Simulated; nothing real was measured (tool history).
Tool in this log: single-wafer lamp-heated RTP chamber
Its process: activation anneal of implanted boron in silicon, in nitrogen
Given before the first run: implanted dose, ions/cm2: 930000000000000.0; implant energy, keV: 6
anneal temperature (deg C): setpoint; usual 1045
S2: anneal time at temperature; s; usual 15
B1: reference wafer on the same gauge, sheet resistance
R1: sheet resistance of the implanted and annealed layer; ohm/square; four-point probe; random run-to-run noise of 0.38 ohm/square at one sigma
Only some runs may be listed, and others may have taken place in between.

{"run": 1, "hour": 0.0, "anneal temperature (deg C)": 1045, "S2": 15, "B1": 135.25, "R1": 138.77}
{"run": 2, "hour": 70.5, "anneal temperature (deg C)": 1045, "S2": 15, "B1": 135.41, "R1": 140.12}
{"run": 3, "hour": 122.5, "anneal temperature (deg C)": 1063, "S2": 15, "B1": 135.45, "R1": 133.35}
{"run": 4, "hour": 162.0, "anneal temperature (deg C)": 1063, "S2": 15, "B1": 135.62, "R1": 133.71}
{"run": 5, "hour": 214.4, "anneal temperature (deg C)": 1045, "S2": 15, "B1": 135.59, "R1": 139.88}
{"hour": 275.8, "done": "reflector plate cleaned"}
{"run": 6, "hour": 283.6, "anneal temperature (deg C)": 1045, "S2": 15, "B1": 135.88, "R1": 140.38}
{"hour": 341.5, "done": "pyrometer window cleaned and pyrometer calibrated"}
{"run": 7, "hour": 342.0, "anneal temperature (deg C)": 1045, "S2": 15, "B1": 136.1, "R1": 139.51}
{"run": 8, "hour": 399.0, "anneal temperature (deg C)": 1045, "S2": 15, "B1": 136.31, "R1": 140.12}
{"run": 9, "hour": 426.1, "anneal temperature (deg C)": 1045, "S2": 15, "B1": 136.37, "R1": 140.45}
{"run": 10, "hour": 467.4, "anneal temperature (deg C)": 1045, "S2": 15, "B1": 136.7, "R1": 140.33}
{"run": 11, "hour": 538.5, "anneal temperature (deg C)": 1045, "S2": 15, "B1": 136.94, "R1": 140.18}
{"run": 12, "hour": 565.0, "anneal temperature (deg C)": 1045, "S2": 15, "B1": 136.87, "R1": 140.72}
{"run": 13, "hour": 636.1, "anneal temperature (deg C)": 1045, "S2": 15, "B1": 137.09, "R1": 141.01}
{"run": 14, "hour": 668.3, "anneal temperature (deg C)": 1045, "S2": 15, "B1": 137.28, "R1": 141.29}
{"run": 15, "hour": 736.0, "anneal temperature (deg C)": 1045, "S2": 15, "B1": 137.59, "R1": 141.47}
{"run": 16, "hour": 806.8, "anneal temperature (deg C)": 1024, "S2": 11, "B1": 138.05, "R1": 151.92}
{"hour": 819.0, "done": "gauge calibrated"}
{"hour": 822.8, "done": "pyrometer window cleaned and pyrometer calibrated"}
{"run": 17, "hour": 844.2, "anneal temperature (deg C)": 1045, "S2": 15, "B1": 134.37, "R1": 138.29}
{"run": 18, "hour": 893.2, "anneal temperature (deg C)": 1023, "S2": 8, "B1": 134.57, "R1": 152.44}
{"run": 19, "hour": 929.3, "anneal temperature (deg C)": 1045, "S2": 15, "B1": 134.68, "R1": 138.43}
{"hour": 953.4, "done": "reflector plate cleaned"}
{"run": 20, "hour": 981.1, "anneal temperature (deg C)": 1036, "S2": 15, "B1": 134.45, "R1": 141.37}
{"run": 21, "hour": 1013.9, "anneal temperature (deg C)": 1015, "S2": 20, "B1": 134.42, "R1": 147.09}
{"run": 22, "hour": 1075.7, "anneal temperature (deg C)": 1027, "S2": 10, "B1": 134.57, "R1": 148.23}
{"run": 23, "hour": 1146.6, "anneal temperature (deg C)": 1045, "S2": 10, "B1": 134.49, "R1": 141.74}
{"run": 24, "hour": 1184.9, "anneal temperature (deg C)": 1057, "S2": 21, "B1": 134.71, "R1": 132.07}
{"run": 25, "hour": 1244.1, "anneal temperature (deg C)": 1018, "S2": 18, "B1": 134.73, "R1": 146.47}
{"run": 26, "hour": 1280.4, "anneal temperature (deg C)": 1016, "S2": 19, "B1": 134.99, "R1": 146.82}
{"run": 27, "hour": 1333.8, "anneal temperature (deg C)": 1045, "S2": 12, "B1": 134.72, "R1": 140.09}
{"run": 28, "hour": 1376.7, "anneal temperature (deg C)": 1045, "S2": 15, "B1": 134.93, "R1": 138.73}
{"hour": 1387.6, "done": "pyrometer window cleaned and pyrometer calibrated"}
{"run": 29, "hour": 1407.3, "anneal temperature (deg C)": 1045, "S2": 15, "B1": 135.06, "R1": 138.31}
{"run": 30, "hour": 1445.8, "anneal temperature (deg C)": 1045, "S2": 15, "B1": 135.12, "R1": 138.85}
{"run": 31, "hour": 1502.7, "anneal temperature (deg C)": 1067, "S2": 20, "B1": 135.3, "R1": 129.04}
{"run": 32, "hour": 1552.5, "anneal temperature (deg C)": 1069, "S2": 23, "B1": 135.29, "R1": 128.06}
{"run": 33, "hour": 1617.7, "anneal temperature (deg C)": 1025, "S2": 15, "B1": 135.34, "R1": 146.84}

Run 34 comes next. What will it give?
{"hour": 1633.7, "done": "reflector plate cleaned"}
{"run": 34, "hour": 1825.9, "anneal temperature (deg C)": 1035, "S2": 9, "B1": "?", "R1": "?"}

B1: 136.15
R1: 147.9 ohm/square
Without the tool's hidden state the same run would have given R1 146.69 ohm/square.
